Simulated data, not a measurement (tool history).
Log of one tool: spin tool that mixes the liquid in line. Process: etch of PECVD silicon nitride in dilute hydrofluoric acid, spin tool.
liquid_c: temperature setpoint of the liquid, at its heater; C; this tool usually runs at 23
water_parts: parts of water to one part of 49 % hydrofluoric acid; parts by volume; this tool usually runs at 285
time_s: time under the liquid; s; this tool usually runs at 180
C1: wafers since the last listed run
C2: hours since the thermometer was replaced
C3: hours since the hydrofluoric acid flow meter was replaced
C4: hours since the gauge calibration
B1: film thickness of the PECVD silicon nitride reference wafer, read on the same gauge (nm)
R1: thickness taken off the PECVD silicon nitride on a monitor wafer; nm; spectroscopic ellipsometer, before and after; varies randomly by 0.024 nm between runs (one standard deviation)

Run 1, hour 0: usual settings but water_parts 215 parts by volume, time_s 155 s; C1 0; C2 544.3; C3 1828.1; C4 256.1; B1 139.983. Result: R1 1.488 nm.
At hour 11.5: hydrofluoric acid flow meter replaced.
Run 2, hour 230.2: usual settings but water_parts 215 parts by volume, time_s 155 s; C1 1770; C2 774.5; C3 218.7; C4 486.3; B1 139.989. Result: R1 1.425 nm.
Run 3, hour 336.5: usual settings; C1 821; C2 880.8; C3 325; C4 592.6; B1 139.988. Result: R1 1.24 nm.
Run 4, hour 403.2: usual settings but liquid_c 25 C; C1 515; C2 947.5; C3 391.7; C4 659.3; B1 140.005. Result: R1 1.466 nm.
Run 5, hour 496.3: usual settings but liquid_c 25 C; C1 719; C2 1040.6; C3 484.8; C4 752.4; B1 140.005. Result: R1 1.526 nm.
At hour 510: thermometer replaced.
Run 6, hour 552.3: usual settings; C1 424; C2 42.3; C3 540.8; C4 808.4; B1 139.998. Result: R1 1.14 nm.
Run 7, hour 593: usual settings; C1 314; C2 83; C3 581.5; C4 849.1; B1 139.995. Result: R1 1.091 nm.
Run 8, hour 672.1: usual settings; C1 611; C2 162.1; C3 660.6; C4 928.2; B1 139.988. Result: R1 1.197 nm.
Run 9, hour 754.5: usual settings but liquid_c 21.5 C, water_parts 350 parts by volume; C1 636; C2 244.5; C3 743; C4 1010.6; B1 139.996. Result: R1 0.899 nm.
Run 10, hour 796.9: usual settings but liquid_c 21.5 C, water_parts 350 parts by volume; C1 327; C2 286.9; C3 785.4; C4 1053; B1 140.001. Result: R1 0.891 nm.
Run 11, hour 839.6: usual settings but water_parts 320 parts by volume; C1 329; C2 329.6; C3 828.1; C4 1095.7; B1 140.007. Result: R1 1.089 nm.
Run 12, hour 884.8: usual settings but water_parts 320 parts by volume; C1 349; C2 374.8; C3 873.3; C4 1140.9; B1 140.006. Result: R1 1.098 nm.
Run 13, hour 971.1: usual settings but water_parts 320 parts by volume; C1 666; C2 461.1; C3 959.6; C4 1227.2; B1 139.994. Result: R1 1.134 nm.
Run 14, hour 1204.1: usual settings; C1 1800; C2 694.1; C3 1192.6; C4 1460.2; B1 139.981. Result: R1 1.306 nm.
Run 15, hour 1294: usual settings but liquid_c 21 C, water_parts 340 parts by volume, time_s 255 s; C1 694; C2 784; C3 1282.5; C4 1550.1; B1 140.025. Result: R1 1.437 nm.
Run 16, hour 1396.6: usual settings but liquid_c 21.5 C, water_parts 410 parts by volume; C1 792; C2 886.6; C3 1385.1; C4 1652.7; B1 139.988. Result: R1 0.878 nm.
At hour 1465.6: thermometer replaced.
Run 17, hour 1478.5: usual settings but liquid_c 26 C, water_parts 345 parts by volume; C1 624; C2 12.9; C3 1467; C4 1734.6; B1 139.99. Result: R1 1.221 nm.
Run 18, hour 1537.3: usual settings; C1 454; C2 71.7; C3 1525.8; C4 1793.4; B1 140.013. Result: R1 1.251 nm.
At hour 1576.8: gauge calibrated.
Run 19, hour 1606.1: usual settings but liquid_c 20 C, water_parts 355 parts by volume, time_s 275 s; C1 531; C2 140.5; C3 1594.6; C4 29.3; B1 139.997. Result: R1 1.26 nm.
Run 20, hour 1705.9: usual settings but water_parts 420 parts by volume, time_s 105 s; C1 770; C2 240.3; C3 1694.4; C4 129.1; B1 140.007. Result: R1 0.53 nm.
Run 21, hour 1746.9: usual settings but liquid_c 25 C, water_parts 360 parts by volume, time_s 145 s; C1 316; C2 281.3; C3 1735.4; C4 170.1; B1 140. Result: R1 0.928 nm.
Run 22, hour 1835.7: usual settings but liquid_c 18.5 C, water_parts 385 parts by volume, time_s 225 s; C1 686; C2 370.1; C3 1824.2; C4 258.9; B1 140.008. Result: R1 0.96 nm.
Run 23, hour 1912.4: usual settings; C1 592; C2 446.8; C3 1900.9; C4 335.6; B1 140.004. Result: R1 1.371 nm.
Run 24, hour 1977.5: usual settings; C1 502; C2 511.9; C3 1966; C4 400.7; B1 139.997. Result: R1 1.339 nm.
At hour 2018.9: hydrofluoric acid flow meter replaced.
Run 25, hour 2043.5: usual settings but time_s 140 s; C1 502; C2 577.9; C3 24.6; C4 466.7; B1 140.004. Result: R1 0.931 nm.

The next listed run, before its measurement:
Run 26, hour 2141.8: usual settings but liquid_c 21 C, water_parts 205 parts by volume, time_s 270 s; C1 759; C2 676.2; C3 122.9; C4 565; B1 ?. Result: R1 ?.

{"run 26": {"B1": 139.997, "R1": 2.261}}
If the tool had no hidden condition, the same run with the same run-to-run variation would have returned R1 1.939 nm.
